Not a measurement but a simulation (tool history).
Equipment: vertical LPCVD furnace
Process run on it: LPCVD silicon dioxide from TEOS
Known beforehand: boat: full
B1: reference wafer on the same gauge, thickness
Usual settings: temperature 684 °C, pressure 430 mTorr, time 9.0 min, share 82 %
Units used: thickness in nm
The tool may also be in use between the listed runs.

run 1 hour=0.0 | temperature=684 pressure=430 time=11.5 share=82 | B1=54.60 | thickness=74.78
run 2 hour=22.8 | temperature=684 pressure=430 time=9.0 share=82 | B1=54.62 | thickness=58.74
-- hour=79.5 thermocouples replaced and temperature profile calibrated
run 3 hour=80.0 | temperature=684 pressure=430 time=9.0 share=82 | B1=54.59 | thickness=58.37
run 4 hour=88.2 | temperature=684 pressure=430 time=9.0 share=82 | B1=54.58 | thickness=58.76
run 5 hour=113.9 | temperature=675 pressure=430 time=6.5 share=82 | B1=54.60 | thickness=33.92
run 6 hour=126.4 | temperature=675 pressure=430 time=6.5 share=82 | B1=54.58 | thickness=33.88
run 7 hour=142.5 | temperature=675 pressure=430 time=6.5 share=82 | B1=54.62 | thickness=33.86
run 8 hour=160.1 | temperature=684 pressure=485 time=7.5 share=82 | B1=54.59 | thickness=51.88
run 9 hour=185.9 | temperature=688 pressure=530 time=11.5 share=82 | B1=54.59 | thickness=91.63
run 10 hour=257.5 | temperature=681 pressure=430 time=9.0 share=73 | B1=54.60 | thickness=50.92
run 11 hour=280.8 | temperature=684 pressure=455 time=9.0 share=82 | B1=54.59 | thickness=59.93
run 12 hour=310.3 | temperature=675 pressure=430 time=6.5 share=82 | B1=54.61 | thickness=33.95
run 13 hour=344.3 | temperature=684 pressure=430 time=10.0 share=93 | B1=54.60 | thickness=68.95
run 14 hour=450.3 | temperature=684 pressure=430 time=9.0 share=89 | B1=54.61 | thickness=60.55
run 15 hour=462.6 | temperature=684 pressure=430 time=9.0 share=82 | B1=54.59 | thickness=58.28
run 16 hour=479.4 | temperature=691 pressure=530 time=9.0 share=82 | B1=54.57 | thickness=76.74
run 17 hour=506.2 | temperature=684 pressure=430 time=9.0 share=74 | B1=54.59 | thickness=55.30
run 18 hour=524.8 | temperature=681 pressure=430 time=7.0 share=88 | B1=54.58 | thickness=43.65
-- hour=559.0 pressure gauge zeroed
-- hour=574.3 gauge calibrated
-- hour=584.5 TEOS flow controller replaced
run 19 hour=585.0 | temperature=684 pressure=430 time=9.0 share=90 | B1=54.60 | thickness=62.52
run 20 hour=597.1 | temperature=689 pressure=430 time=5.5 share=87 | B1=54.60 | thickness=42.05
run 21 hour=629.4 | temperature=684 pressure=430 time=9.0 share=82 | B1=54.65 | thickness=59.37
run 22 hour=666.6 | temperature=684 pressure=430 time=9.0 share=97 | B1=54.59 | thickness=64.84
run 23 hour=686.5 | temperature=695 pressure=510 time=7.0 share=96 | B1=54.60 | thickness=70.77
run 24 hour=717.9 | temperature=684 pressure=430 time=9.0 share=68 | B1=54.62 | thickness=54.17
run 25 hour=739.3 | temperature=684 pressure=515 time=9.0 share=82 | B1=54.55 | thickness=64.83
run 26 hour=753.6 | temperature=681 pressure=430 time=9.0 share=73 | B1=54.60 | thickness=52.11
run 27 hour=782.6 | temperature=684 pressure=430 time=6.0 share=82 | B1=54.60 | thickness=39.53
run 28 hour=797.6 | temperature=675 pressure=430 time=9.0 share=74 | B1=54.61 | thickness=45.17
run 29 hour=818.5 | temperature=684 pressure=430 time=10.5 share=82 | B1=54.58 | thickness=69.13
run 30 hour=850.5 | temperature=684 pressure=430 time=9.0 share=82 | B1=54.60 | thickness=59.21
run 31 hour=868.8 | temperature=684 pressure=340 time=9.0 share=76 | B1=54.62 | thickness=50.62

The same runs without the tool's hidden state, with the same run-to-run variation:
What the log doesn't record here: true tube temperature minus thermocouple reading, K; true pressure minus gauge reading, mTorr; deviation of the TEOS flow from its setpoint, %; gauge reads high (%).
run=1 thickness=76.07
run=2 thickness=59.77
run=3 thickness=59.45
run=4 thickness=59.85
run=5 thickness=34.56
run=6 thickness=34.53
run=7 thickness=34.52
run=8 thickness=52.78
run=9 thickness=93.11
run=10 thickness=51.99
run=11 thickness=61.15
run=12 thickness=34.70
run=13 thickness=70.51
run=14 thickness=62.02
run=15 thickness=59.70
run=16 thickness=78.27
run=17 thickness=56.69
run=18 thickness=44.76
run=19 thickness=62.74
run=20 thickness=42.20
run=21 thickness=59.62
run=22 thickness=65.15
run=23 thickness=71.07
run=24 thickness=54.47
run=25 thickness=65.15
run=26 thickness=52.43
run=27 thickness=39.79
run=28 thickness=45.47
run=29 thickness=69.62
run=30 thickness=59.66
run=31 thickness=51.13
